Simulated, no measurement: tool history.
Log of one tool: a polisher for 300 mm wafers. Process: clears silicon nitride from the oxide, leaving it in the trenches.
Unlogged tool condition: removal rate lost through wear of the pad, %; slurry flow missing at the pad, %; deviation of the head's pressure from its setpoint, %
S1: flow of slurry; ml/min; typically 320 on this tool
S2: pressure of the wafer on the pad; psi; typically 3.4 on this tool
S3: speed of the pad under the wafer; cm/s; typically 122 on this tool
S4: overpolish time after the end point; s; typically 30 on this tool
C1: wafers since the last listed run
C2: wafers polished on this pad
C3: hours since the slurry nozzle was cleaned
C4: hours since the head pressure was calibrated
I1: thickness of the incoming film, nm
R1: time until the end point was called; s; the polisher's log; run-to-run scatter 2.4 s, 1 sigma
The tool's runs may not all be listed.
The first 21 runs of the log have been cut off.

run,hour,S1,S2,S3,S4,C1,C2,C3,C4,I1,R1
22,588.2,320,3.4,122,30,174,1517,353.1,315.1,152.6,111.6
# hour 600.0: worn pad replaced by a new one
23,616.1,320,3.4,122,21,172,116,381.0,343.0,156.2,118.0
24,638.2,290,3.0,160,13,159,276,403.1,365.1,155.1,105.6
25,653.8,320,3.4,122,30,112,388,418.7,380.7,155.1,109.6
26,686.8,270,4.2,102,30,238,627,451.7,413.7,154.5,98.9
27,702.9,320,3.4,122,30,116,743,467.8,429.8,155.8,108.1
# hour 739.6: head pressure recalibrated
28,740.1,320,3.4,122,30,254,997,505.0,0.5,156.0,118.3
29,773.1,320,2.3,160,38,238,1235,538.0,33.5,155.3,147.0
30,785.7,240,3.1,138,18,90,1326,550.6,46.1,154.7,126.1
31,808.9,320,4.4,122,43,167,1494,573.8,69.3,156.9,92.8
32,831.9,395,4.1,160,17,166,1660,596.8,92.3,154.9,80.6
# hour 866.4: worn pad replaced by a new one
33,866.9,320,3.4,122,30,223,3,631.8,127.3,155.0,119.3
34,879.6,320,3.4,122,30,91,95,644.5,140.0,157.9,122.4
35,913.1,320,2.5,102,30,241,337,678.0,173.5,155.8,183.5
36,948.2,320,3.4,122,23,253,590,713.1,208.6,156.7,120.2
37,966.2,420,2.3,122,20,129,720,731.1,226.6,153.4,160.4
# hour 979.1: slurry nozzle cleaned
38,989.8,320,3.4,122,30,163,883,10.7,250.2,154.5,119.5

Each row is a separate what-if for the run after 38, all from the same tool condition, not one after another. Results?
A,990.3,320,3.4,122,17,3,887,11.2,250.7,153.5,?
B,990.3,320,3.4,134,30,3,887,11.2,250.7,153.5,?
C,990.3,320,3.4,106,30,3,887,11.2,250.7,153.5,?

run,R1
A,120.0
B,112.2
C,132.3
Without the tool's hidden state the same runs would have given:
run,R1
A,122.8
B,114.8
C,135.4

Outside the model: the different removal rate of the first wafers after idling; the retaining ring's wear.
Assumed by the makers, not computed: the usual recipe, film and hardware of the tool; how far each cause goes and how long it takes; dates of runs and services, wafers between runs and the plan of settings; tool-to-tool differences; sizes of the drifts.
